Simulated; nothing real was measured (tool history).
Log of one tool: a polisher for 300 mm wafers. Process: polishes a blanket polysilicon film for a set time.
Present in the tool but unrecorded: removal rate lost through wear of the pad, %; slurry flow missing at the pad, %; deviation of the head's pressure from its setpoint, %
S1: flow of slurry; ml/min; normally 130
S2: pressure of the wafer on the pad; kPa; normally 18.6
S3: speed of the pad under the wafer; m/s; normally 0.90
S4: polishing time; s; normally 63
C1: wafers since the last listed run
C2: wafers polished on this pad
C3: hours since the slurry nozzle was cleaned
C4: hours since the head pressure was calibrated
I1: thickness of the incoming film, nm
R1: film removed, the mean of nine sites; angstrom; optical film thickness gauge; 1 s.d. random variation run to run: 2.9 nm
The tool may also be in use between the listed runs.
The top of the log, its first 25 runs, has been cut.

| run | hour | S1 | S2 | S3 | S4 | C1 | C2 | C3 | C4 | I1 | R1 |
|---|---|---|---|---|---|---|---|---|---|---|---|
| 26 | 1772.2 | 85 | 18.6 | 1.08 | 63 | 762 | 1473 | 71.4 | 230.8 | 1266.7 | 4109 |
| 27 | 1807.6 | 130 | 14.5 | 0.90 | 63 | 429 | 1902 | 106.8 | 266.2 | 1266.3 | 3743 |
| 28 | 1996.5 | 160 | 13.1 | 0.90 | 63 | 2291 | 4194 | 295.7 | 455.1 | 1247.8 | 3823 |
| 29 | 2029.9 | 155 | 18.6 | 0.90 | 63 | 405 | 4599 | 329.1 | 488.5 | 1252.2 | 4260 |
| 30 | 2059.0 | 130 | 18.6 | 0.90 | 63 | 352 | 4952 | 358.2 | 517.6 | 1248.4 | 4182 |
| 31 | 2125.7 | 130 | 18.6 | 0.90 | 78 | 809 | 5761 | 424.9 | 584.3 | 1243.6 | 5155 |
| 32 | 2155.1 | 100 | 14.5 | 0.62 | 48 | 356 | 6117 | 454.3 | 613.7 | 1251.2 | 2260 |
| 33 | 2191.0 | 130 | 13.8 | 1.16 | 75 | 435 | 6553 | 490.2 | 649.6 | 1261.4 | 5219 |
| 34 | 2219.6 | 95 | 18.6 | 0.60 | 63 | 346 | 6900 | 518.8 | 678.2 | 1261.4 | 3115 |
| 35 | 2266.5 | 130 | 21.4 | 0.90 | 57 | 568 | 7469 | 565.7 | 725.1 | 1252.9 | 4060 |
|  | 2269.7 | slurry nozzle cleaned |
|  | 2283.7 | worn pad replaced by a new one |
| 36 | 2293.8 | 130 | 18.6 | 0.90 | 63 | 270 | 122 | 24.1 | 752.4 | 1275.6 | 4145 |
| 37 | 2318.9 | 105 | 23.4 | 0.82 | 76 | 304 | 427 | 49.2 | 777.5 | 1262.7 | 5042 |

Below are 4 alternative next runs, each starting from the tool's condition after run 37. Predict each:
| A | 2319.3 | 130 | 18.6 | 0.90 | 63 | 4 | 432 | 49.6 | 777.9 | 1249.8 | ? |
| B | 2319.3 | 85 | 18.6 | 0.66 | 48 | 4 | 432 | 49.6 | 777.9 | 1249.8 | ? |
| C | 2319.3 | 105 | 21.4 | 1.20 | 63 | 4 | 432 | 49.6 | 777.9 | 1249.8 | ? |
| D | 2319.3 | 130 | 16.5 | 1.06 | 81 | 4 | 432 | 49.6 | 777.9 | 1249.8 | ? |

| run | R1 |
|---|---|
| A | 4187 |
| B | 2433 |
| C | 5054 |
| D | 5695 |
Had the tool no hidden state, the same runs would have come out as:
| run | R1 |
|---|---|
| A | 4015 |
| B | 2332 |
| C | 4846 |
| D | 5460 |
